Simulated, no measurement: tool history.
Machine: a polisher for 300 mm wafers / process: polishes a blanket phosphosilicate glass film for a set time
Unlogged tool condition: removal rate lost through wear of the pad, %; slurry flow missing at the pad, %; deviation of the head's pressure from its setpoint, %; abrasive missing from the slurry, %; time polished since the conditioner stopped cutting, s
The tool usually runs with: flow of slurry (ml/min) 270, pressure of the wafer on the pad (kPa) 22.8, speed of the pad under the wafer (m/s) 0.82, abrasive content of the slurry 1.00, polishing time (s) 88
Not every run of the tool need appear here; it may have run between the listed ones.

| run | hour | flow of slurry (ml/min) | pressure of the wafer on the pad (kPa) | speed of the pad under the wafer (m/s) | abrasive content of the slurry | polishing time (s) | wafers since the last listed run | wafers polished on this pad | hours since the slurry nozzle was cleaned | hours since the head pressure was calibrated | hours since the slurry blender was calibrated | hours since the conditioning disc was replaced | incoming thickness of the incoming film, nm | film removed (nm) |
|---|---|---|---|---|---|---|---|---|---|---|---|---|---|---|
| 1 | 0.0 | 270 | 22.8 | 0.82 | 1.00 | 88 | 0 | 166 | 44.8 | 157.6 | 271.0 | 7.5 | 2942.9 | 540.7 |
|  | 11.2 | slurry blender recalibrated |
| 2 | 56.5 | 270 | 22.8 | 0.82 | 1.00 | 98 | 415 | 582 | 101.3 | 214.1 | 45.3 | 64.0 | 2906.3 | 634.0 |
| 3 | 125.0 | 270 | 22.8 | 0.82 | 1.00 | 98 | 522 | 1105 | 169.8 | 282.6 | 113.8 | 132.5 | 2968.8 | 622.3 |
| 4 | 180.6 | 270 | 22.8 | 0.82 | 1.00 | 98 | 424 | 1529 | 225.4 | 338.2 | 169.4 | 188.1 | 2888.9 | 620.3 |
|  | 230.4 | worn pad replaced by a new one |
|  | 238.4 | head pressure recalibrated |
| 5 | 245.4 | 270 | 22.8 | 0.82 | 1.00 | 88 | 448 | 99 | 290.2 | 7.0 | 234.2 | 252.9 | 2898.2 | 546.8 |
| 6 | 297.3 | 270 | 22.8 | 0.82 | 1.00 | 88 | 396 | 495 | 342.1 | 58.9 | 286.1 | 304.8 | 2934.8 | 542.1 |
|  | 304.6 | slurry blender recalibrated |
|  | 326.9 | conditioning disc replaced and pad reconditioned |
| 7 | 333.5 | 270 | 22.8 | 0.82 | 1.00 | 88 | 245 | 741 | 378.3 | 95.1 | 28.9 | 6.6 | 2925.3 | 575.3 |
|  | 351.9 | slurry nozzle cleaned |
| 8 | 393.8 | 270 | 22.8 | 0.82 | 1.00 | 88 | 452 | 1193 | 41.9 | 155.4 | 89.2 | 66.9 | 2915.3 | 560.7 |
| 9 | 463.8 | 270 | 22.8 | 0.82 | 1.00 | 88 | 534 | 1727 | 111.9 | 225.4 | 159.2 | 136.9 | 2931.5 | 554.4 |
|  | 499.1 | worn pad replaced by a new one |
| 10 | 527.4 | 270 | 22.8 | 0.82 | 1.00 | 88 | 454 | 215 | 175.5 | 289.0 | 222.8 | 200.5 | 2955.2 | 550.1 |
|  | 585.7 | slurry blender recalibrated |
| 11 | 586.2 | 270 | 22.8 | 0.82 | 1.00 | 88 | 433 | 649 | 234.3 | 347.8 | 0.5 | 259.3 | 2950.8 | 568.1 |
|  | 632.2 | head pressure recalibrated |
|  | 656.5 | conditioning disc replaced and pad reconditioned |
| 12 | 657.2 | 270 | 22.8 | 0.82 | 1.00 | 88 | 511 | 1160 | 305.3 | 25.0 | 71.5 | 0.7 | 2944.6 | 565.3 |
|  | 665.8 | slurry nozzle cleaned |
|  | 721.0 | worn pad replaced by a new one |
| 13 | 726.2 | 270 | 17.9 | 0.82 | 1.00 | 88 | 488 | 39 | 60.4 | 94.0 | 140.5 | 69.7 | 2926.0 | 458.3 |
| 14 | 766.4 | 185 | 22.8 | 0.64 | 1.15 | 115 | 306 | 346 | 100.6 | 134.2 | 180.7 | 109.9 | 2944.0 | 596.5 |
| 15 | 802.8 | 270 | 22.8 | 0.82 | 1.00 | 88 | 277 | 624 | 137.0 | 170.6 | 217.1 | 146.3 | 2934.7 | 546.7 |
|  | 817.2 | slurry blender recalibrated |
| 16 | 853.7 | 270 | 22.8 | 0.82 | 1.00 | 115 | 373 | 997 | 187.9 | 221.5 | 36.5 | 197.2 | 2989.3 | 751.8 |
| 17 | 896.5 | 270 | 22.8 | 0.82 | 1.15 | 115 | 326 | 1324 | 230.7 | 264.3 | 79.3 | 240.0 | 2930.0 | 770.5 |
| 18 | 922.7 | 270 | 22.8 | 0.92 | 1.00 | 88 | 199 | 1524 | 256.9 | 290.5 | 105.5 | 266.2 | 2964.3 | 611.7 |

What will run 19 give?
|  | 975.1 | conditioning disc replaced and pad reconditioned |
| 19 | 981.0 | 220 | 22.8 | 0.82 | 1.00 | 88 | 429 | 1953 | 315.2 | 348.8 | 163.8 | 5.9 | 2948.2 | ? |

film removed (nm): 548.2
On a tool with no hidden condition, and with the same random variation, this run would have come out at film removed (nm) 566.7.
